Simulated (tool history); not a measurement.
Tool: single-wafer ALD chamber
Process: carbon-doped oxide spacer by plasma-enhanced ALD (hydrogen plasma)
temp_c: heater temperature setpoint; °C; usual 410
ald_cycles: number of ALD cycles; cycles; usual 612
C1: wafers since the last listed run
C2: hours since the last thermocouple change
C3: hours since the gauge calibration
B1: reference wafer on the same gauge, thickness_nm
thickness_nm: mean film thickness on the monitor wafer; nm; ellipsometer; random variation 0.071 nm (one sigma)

Run 1, hour 0.0: usual settings but ald_cycles 531 cycles; C1 0; C2 1967.5; C3 104.2; B1 29.374. Result: thickness_nm 24.699 nm.
Run 2, hour 39.4: usual settings but ald_cycles 560 cycles; C1 27; C2 2006.9; C3 143.6; B1 29.405. Result: thickness_nm 26.024 nm.
Run 3, hour 45.7: usual settings but ald_cycles 560 cycles; C1 4; C2 2013.2; C3 149.9; B1 29.412. Result: thickness_nm 26.126 nm.
Run 4, hour 58.5: usual settings but temp_c 399 °C, ald_cycles 528 cycles; C1 9; C2 2026.0; C3 162.7; B1 29.447. Result: thickness_nm 25.286 nm.
Run 5, hour 70.7: usual settings but temp_c 399 °C, ald_cycles 528 cycles; C1 8; C2 2038.2; C3 174.9; B1 29.435. Result: thickness_nm 25.389 nm.
Run 6, hour 81.6: usual settings; C1 7; C2 2049.1; C3 185.8; B1 29.440. Result: thickness_nm 28.519 nm.
Run 7, hour 88.5: usual settings; C1 4; C2 2056.0; C3 192.7; B1 29.436. Result: thickness_nm 28.456 nm.
Run 8, hour 99.9: usual settings; C1 8; C2 2067.4; C3 204.1; B1 29.480. Result: thickness_nm 28.403 nm.
Run 9, hour 108.9: usual settings but temp_c 415 °C; C1 6; C2 2076.4; C3 213.1; B1 29.483. Result: thickness_nm 28.018 nm.
Run 10, hour 118.7: usual settings but temp_c 415 °C; C1 6; C2 2086.2; C3 222.9; B1 29.484. Result: thickness_nm 28.084 nm.
Run 11, hour 135.9: usual settings; C1 12; C2 2103.4; C3 240.1; B1 29.510. Result: thickness_nm 28.601 nm.
Run 12, hour 142.3: usual settings; C1 4; C2 2109.8; C3 246.5; B1 29.508. Result: thickness_nm 28.493 nm.
Run 13, hour 179.3: usual settings; C1 26; C2 2146.8; C3 283.5; B1 29.538. Result: thickness_nm 28.817 nm.
Run 14, hour 196.6: usual settings but temp_c 399 °C; C1 12; C2 2164.1; C3 300.8; B1 29.566. Result: thickness_nm 29.726 nm.
At hour 206.6: thermocouple changed; heater temperature recalibrated.
At hour 208.1: gauge calibrated.
Run 15, hour 212.0: usual settings but ald_cycles 663 cycles; C1 5; C2 5.4; C3 3.9; B1 29.211. Result: thickness_nm 30.642 nm.
Run 16, hour 229.1: usual settings but temp_c 425 °C, ald_cycles 653 cycles; C1 12; C2 22.5; C3 21.0; B1 29.217. Result: thickness_nm 28.670 nm.
Run 17, hour 239.9: usual settings but temp_c 398 °C; C1 7; C2 33.3; C3 31.8; B1 29.229. Result: thickness_nm 29.099 nm.
Run 18, hour 255.8: usual settings; C1 11; C2 49.2; C3 47.7; B1 29.252. Result: thickness_nm 28.413 nm.
Run 19, hour 272.6: usual settings; C1 11; C2 66.0; C3 64.5; B1 29.277. Result: thickness_nm 28.357 nm.
Run 20, hour 288.2: usual settings; C1 11; C2 81.6; C3 80.1; B1 29.278. Result: thickness_nm 28.429 nm.
Run 21, hour 301.6: usual settings but temp_c 414 °C, ald_cycles 493 cycles; C1 9; C2 95.0; C3 93.5; B1 29.311. Result: thickness_nm 22.637 nm.
Run 22, hour 311.1: usual settings but temp_c 419 °C, ald_cycles 567 cycles; C1 6; C2 104.5; C3 103.0; B1 29.297. Result: thickness_nm 25.491 nm.
Run 23, hour 320.3: usual settings but temp_c 403 °C, ald_cycles 645 cycles; C1 6; C2 113.7; C3 112.2; B1 29.355. Result: thickness_nm 30.601 nm.
Run 24, hour 329.0: usual settings; C1 6; C2 122.4; C3 120.9; B1 29.341. Result: thickness_nm 28.403 nm.
Run 25, hour 337.5: usual settings but temp_c 398 °C, ald_cycles 697 cycles; C1 6; C2 130.9; C3 129.4; B1 29.355. Result: thickness_nm 33.327 nm.
Run 26, hour 347.9: usual settings; C1 7; C2 141.3; C3 139.8; B1 29.374. Result: thickness_nm 28.447 nm.
Run 27, hour 362.6: usual settings but temp_c 424 °C, ald_cycles 502 cycles; C1 10; C2 156.0; C3 154.5; B1 29.337. Result: thickness_nm 22.189 nm.
Run 28, hour 370.6: usual settings but temp_c 402 °C; C1 5; C2 164.0; C3 162.5; B1 29.384. Result: thickness_nm 29.324 nm.
Run 29, hour 384.2: usual settings but temp_c 414 °C, ald_cycles 528 cycles; C1 9; C2 177.6; C3 176.1; B1 29.378. Result: thickness_nm 24.187 nm.
Run 30, hour 393.3: usual settings but temp_c 422 °C, ald_cycles 514 cycles; C1 6; C2 186.7; C3 185.2; B1 29.422. Result: thickness_nm 22.986 nm.

The tool's hidden state at each run:
wafer temperature above the value expected at the setpoint (K): 0 in every run
H1: gauge reads high (%)
run       H1
  1    0.519
  2    0.677
  3    0.702
  4    0.753
  5    0.802
  6    0.846
  7    0.873
  8    0.919
  9    0.955
 10    0.994
 11     1.06
 12     1.09
 13     1.24
 14     1.31
 15  0.00151
 16   0.0699
 17    0.113
 18    0.177
 19    0.244
 20    0.306
 21     0.36
 22    0.398
 23    0.435
 24     0.47
 25    0.504
 26    0.545
 27    0.604
 28    0.636
 29     0.69
 30    0.727
